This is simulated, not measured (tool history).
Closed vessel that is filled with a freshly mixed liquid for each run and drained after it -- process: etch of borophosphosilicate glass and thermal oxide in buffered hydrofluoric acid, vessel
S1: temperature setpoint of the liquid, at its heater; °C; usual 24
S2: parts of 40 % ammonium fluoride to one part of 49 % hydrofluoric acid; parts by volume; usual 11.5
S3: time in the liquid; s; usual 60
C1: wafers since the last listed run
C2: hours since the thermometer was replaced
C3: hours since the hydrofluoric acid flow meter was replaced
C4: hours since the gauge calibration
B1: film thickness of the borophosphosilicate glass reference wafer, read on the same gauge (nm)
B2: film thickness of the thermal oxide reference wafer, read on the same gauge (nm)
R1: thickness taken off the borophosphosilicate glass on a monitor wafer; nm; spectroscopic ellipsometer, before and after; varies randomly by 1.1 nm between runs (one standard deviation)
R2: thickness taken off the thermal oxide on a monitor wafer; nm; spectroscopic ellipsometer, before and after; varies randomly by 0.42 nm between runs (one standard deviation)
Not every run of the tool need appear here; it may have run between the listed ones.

{"run": 1, "hour": 0.0, "S1": 24, "S2": 11.5, "S3": 60, "C1": 0, "C2": 1253.9, "C3": 1319.2, "C4": 106, "B1": 79.99, "B2": 129.98, "R1": 140.98, "R2": 63.74}
{"run": 2, "hour": 14.3, "S1": 24, "S2": 11.5, "S3": 60, "C1": 1876, "C2": 1268.2, "C3": 1333.5, "C4": 120.3, "B1": 80.07, "B2": 130.02, "R1": 144.45, "R2": 63.91}
{"run": 3, "hour": 36.4, "S1": 24, "S2": 11.5, "S3": 60, "C1": 2900, "C2": 1290.3, "C3": 1355.6, "C4": 142.4, "B1": 80, "B2": 130.01, "R1": 142.04, "R2": 63.53}
{"run": 4, "hour": 70.0, "S1": 24, "S2": 11.5, "S3": 60, "C1": 4409, "C2": 1323.9, "C3": 1389.2, "C4": 176, "B1": 80.06, "B2": 130, "R1": 145.28, "R2": 64.25}
{"run": 5, "hour": 91.5, "S1": 24, "S2": 11.5, "S3": 60, "C1": 2821, "C2": 1345.4, "C3": 1410.7, "C4": 197.5, "B1": 79.99, "B2": 130, "R1": 144.43, "R2": 63.06}
{"run": 6, "hour": 167.6, "S1": 24, "S2": 11.5, "S3": 60, "C1": 9987, "C2": 1421.5, "C3": 1486.8, "C4": 273.6, "B1": 79.99, "B2": 130.01, "R1": 143.02, "R2": 64.72}
{"run": 7, "hour": 192.6, "S1": 24, "S2": 11.5, "S3": 60, "C1": 3281, "C2": 1446.5, "C3": 1511.8, "C4": 298.6, "B1": 80.04, "B2": 130.02, "R1": 142.63, "R2": 63.92}
{"run": 8, "hour": 224.9, "S1": 24, "S2": 11.5, "S3": 60, "C1": 4239, "C2": 1478.8, "C3": 1544.1, "C4": 330.9, "B1": 80.01, "B2": 130, "R1": 145.45, "R2": 64.91}
{"run": 9, "hour": 252.3, "S1": 24, "S2": 11.5, "S3": 60, "C1": 3596, "C2": 1506.2, "C3": 1571.5, "C4": 358.3, "B1": 79.98, "B2": 129.99, "R1": 146.88, "R2": 64.94}
{"run": 10, "hour": 281.5, "S1": 25.5, "S2": 13, "S3": 60, "C1": 3832, "C2": 1535.4, "C3": 1600.7, "C4": 387.5, "B1": 79.99, "B2": 130, "R1": 137.99, "R2": 62.99}
{"hour": 314.1, "done": "gauge calibrated"}
{"run": 11, "hour": 317.4, "S1": 25.5, "S2": 13, "S3": 60, "C1": 4711, "C2": 1571.3, "C3": 1636.6, "C4": 3.3, "B1": 80.02, "B2": 130.02, "R1": 138.18, "R2": 63.78}
{"run": 12, "hour": 329.8, "S1": 20, "S2": 11.5, "S3": 60, "C1": 1627, "C2": 1583.7, "C3": 1649, "C4": 15.7, "B1": 80, "B2": 130, "R1": 118.38, "R2": 52.39}
{"run": 13, "hour": 363.0, "S1": 24, "S2": 11.5, "S3": 80, "C1": 4357, "C2": 1616.9, "C3": 1682.2, "C4": 48.9, "B1": 80.01, "B2": 130, "R1": 194.36, "R2": 87.93}
{"run": 14, "hour": 380.5, "S1": 24, "S2": 11.5, "S3": 60, "C1": 2296, "C2": 1634.4, "C3": 1699.7, "C4": 66.4, "B1": 79.95, "B2": 130, "R1": 148.07, "R2": 65.3}
{"run": 15, "hour": 398.1, "S1": 24, "S2": 15.5, "S3": 30, "C1": 2309, "C2": 1652, "C3": 1717.3, "C4": 84, "B1": 79.97, "B2": 129.99, "R1": 55.35, "R2": 24.31}
{"hour": 416.1, "done": "thermometer replaced"}
{"run": 16, "hour": 416.4, "S1": 24, "S2": 11.5, "S3": 60, "C1": 2270, "C2": 0.3, "C3": 1735.6, "C4": 102.3, "B1": 80.01, "B2": 130.01, "R1": 129.73, "R2": 57.26}
{"run": 17, "hour": 441.6, "S1": 19.5, "S2": 11.5, "S3": 45, "C1": 3307, "C2": 25.5, "C3": 1760.8, "C4": 127.5, "B1": 79.94, "B2": 130, "R1": 76.03, "R2": 34.22}
{"hour": 464.3, "done": "hydrofluoric acid flow meter replaced"}
{"run": 18, "hour": 476.4, "S1": 26, "S2": 11.5, "S3": 40, "C1": 4436, "C2": 60.3, "C3": 12.1, "C4": 162.3, "B1": 80.03, "B2": 130, "R1": 97.44, "R2": 43}
{"run": 19, "hour": 488.4, "S1": 21, "S2": 8, "S3": 80, "C1": 1574, "C2": 72.3, "C3": 24.1, "C4": 174.3, "B1": 79.98, "B2": 130, "R1": 209.95, "R2": 89.75}
{"run": 20, "hour": 522.5, "S1": 27, "S2": 7, "S3": 50, "C1": 4475, "C2": 106.4, "C3": 58.2, "C4": 208.4, "B1": 79.96, "B2": 130, "R1": 204.34, "R2": 90.77}
{"run": 21, "hour": 557.0, "S1": 24, "S2": 15.5, "S3": 60, "C1": 4528, "C2": 140.9, "C3": 92.7, "C4": 242.9, "B1": 79.99, "B2": 129.99, "R1": 98.58, "R2": 43.87}
{"run": 22, "hour": 572.3, "S1": 24, "S2": 11.5, "S3": 60, "C1": 2008, "C2": 156.2, "C3": 108, "C4": 258.2, "B1": 79.93, "B2": 129.99, "R1": 130.48, "R2": 58.05}
{"run": 23, "hour": 589.6, "S1": 24, "S2": 11.5, "S3": 60, "C1": 2270, "C2": 173.5, "C3": 125.3, "C4": 275.5, "B1": 80.02, "B2": 129.99, "R1": 132.25, "R2": 58.57}

Branching from run 23: 3 alternative next runs. What would each branch give?
{"run": "A", "hour": 590.3, "S1": 24, "S2": 11.5, "S3": 60, "C1": 91, "C2": 174.2, "C3": 126, "C4": 276.2, "B1": "?", "B2": "?", "R1": "?", "R2": "?"}
{"run": "B", "hour": 590.3, "S1": 21, "S2": 11.5, "S3": 30, "C1": 91, "C2": 174.2, "C3": 126, "C4": 276.2, "B1": "?", "B2": "?", "R1": "?", "R2": "?"}
{"run": "C", "hour": 590.3, "S1": 28, "S2": 7.5, "S3": 70, "C1": 91, "C2": 174.2, "C3": 126, "C4": 276.2, "B1": "?", "B2": "?", "R1": "?", "R2": "?"}

run=A B1=80.05 B2=129.99 R1=131.94 R2=58.61
run=B B1=80.05 B2=129.99 R1=56.04 R2=24.85
run=C B1=80.05 B2=129.99 R1=285 R2=126.43
The same runs, with their run-to-run variation unchanged, on a tool lacking any hidden condition would have given:
run=A R1=130.11 R2=57.79
run=B R1=55.25 R2=24.49
run=C R1=281.15 R2=124.7

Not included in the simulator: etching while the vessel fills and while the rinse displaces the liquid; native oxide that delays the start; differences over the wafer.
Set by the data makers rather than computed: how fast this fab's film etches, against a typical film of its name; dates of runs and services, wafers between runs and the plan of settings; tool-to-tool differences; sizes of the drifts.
